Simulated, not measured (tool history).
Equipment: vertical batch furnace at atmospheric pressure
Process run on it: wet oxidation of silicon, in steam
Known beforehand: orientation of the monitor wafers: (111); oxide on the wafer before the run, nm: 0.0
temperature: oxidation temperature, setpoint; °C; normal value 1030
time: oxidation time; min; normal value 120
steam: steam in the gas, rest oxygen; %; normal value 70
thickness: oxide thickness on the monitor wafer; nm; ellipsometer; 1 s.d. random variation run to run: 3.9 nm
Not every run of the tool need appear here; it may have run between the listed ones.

| run | hour | temperature | time | steam | read-back reference wafer on the same gauge, thickness | thickness |
|---|---|---|---|---|---|---|
| 1 | 0 | 1030 | 120 | 70 | 722.7 | 666.86 |
| 2 | 105.3 | 1046 | 120 | 70 | 722.1 | 707.75 |
| 3 | 192.5 | 1046 | 120 | 70 | 721.73 | 702.79 |
| 4 | 283.2 | 1046 | 120 | 70 | 721.79 | 706.49 |
| 5 | 364.8 | 1030 | 120 | 70 | 722.46 | 654.43 |
| 6 | 416.8 | 1023 | 120 | 70 | 722.39 | 639 |
| 7 | 618.8 | 1023 | 120 | 70 | 722.04 | 636.52 |
| 8 | 711 | 1030 | 91.5 | 70 | 721.37 | 561.12 |
|  | 747.4 | gauge calibrated |
| 9 | 811.5 | 1030 | 91.5 | 70 | 721.73 | 561.13 |
|  | 1030.5 | steam generator serviced |
| 10 | 1095.6 | 1030 | 120 | 70 | 722.01 | 689.09 |
| 11 | 1182.4 | 1016 | 153 | 70 | 722.02 | 740.2 |
| 12 | 1255.6 | 1043 | 139.5 | 81 | 722.22 | 843.73 |
| 13 | 1351.3 | 1009 | 69 | 63 | 721.87 | 415.81 |
| 14 | 1458.6 | 1030 | 120 | 64 | 721.81 | 642.39 |
|  | 1599.5 | thermocouples replaced and temperature profile calibrated |
| 15 | 1618.9 | 1030 | 120 | 62 | 721.97 | 633.7 |
| 16 | 1720.3 | 1030 | 120 | 70 | 721.92 | 680.16 |
| 17 | 1825.7 | 1012 | 92.5 | 77 | 722.01 | 563.74 |
| 18 | 1925.5 | 1005 | 163.5 | 61 | 721.89 | 669.83 |
| 19 | 2023.3 | 1012 | 92.5 | 77 | 721.97 | 564.04 |
| 20 | 2124.1 | 1016 | 74.5 | 70 | 722.28 | 484.93 |
| 21 | 2221.9 | 1055 | 152.5 | 67 | 722.08 | 834.75 |

Here are 4 independent what-if runs from the current tool condition. What would each one return?
| A | 2228.6 | 1030 | 120 | 63 | ? | ? |
| B | 2228.6 | 1045 | 82.5 | 63 | ? | ? |
| C | 2228.6 | 1011 | 120 | 66 | ? | ? |
| D | 2228.6 | 1036 | 97.5 | 64 | ? | ? |

| run | read-back reference wafer on the same gauge, thickness | thickness |
|---|---|---|
| A | 722.67 | 637.49 |
| B | 722.67 | 549.47 |
| C | 722.67 | 599.73 |
| D | 722.67 | 586.48 |
With the hidden condition removed and each run's random variation left untouched, the same runs would have given:
| run | thickness |
|---|---|
| A | 649.44 |
| B | 559.78 |
| C | 611.29 |
| D | 597.51 |

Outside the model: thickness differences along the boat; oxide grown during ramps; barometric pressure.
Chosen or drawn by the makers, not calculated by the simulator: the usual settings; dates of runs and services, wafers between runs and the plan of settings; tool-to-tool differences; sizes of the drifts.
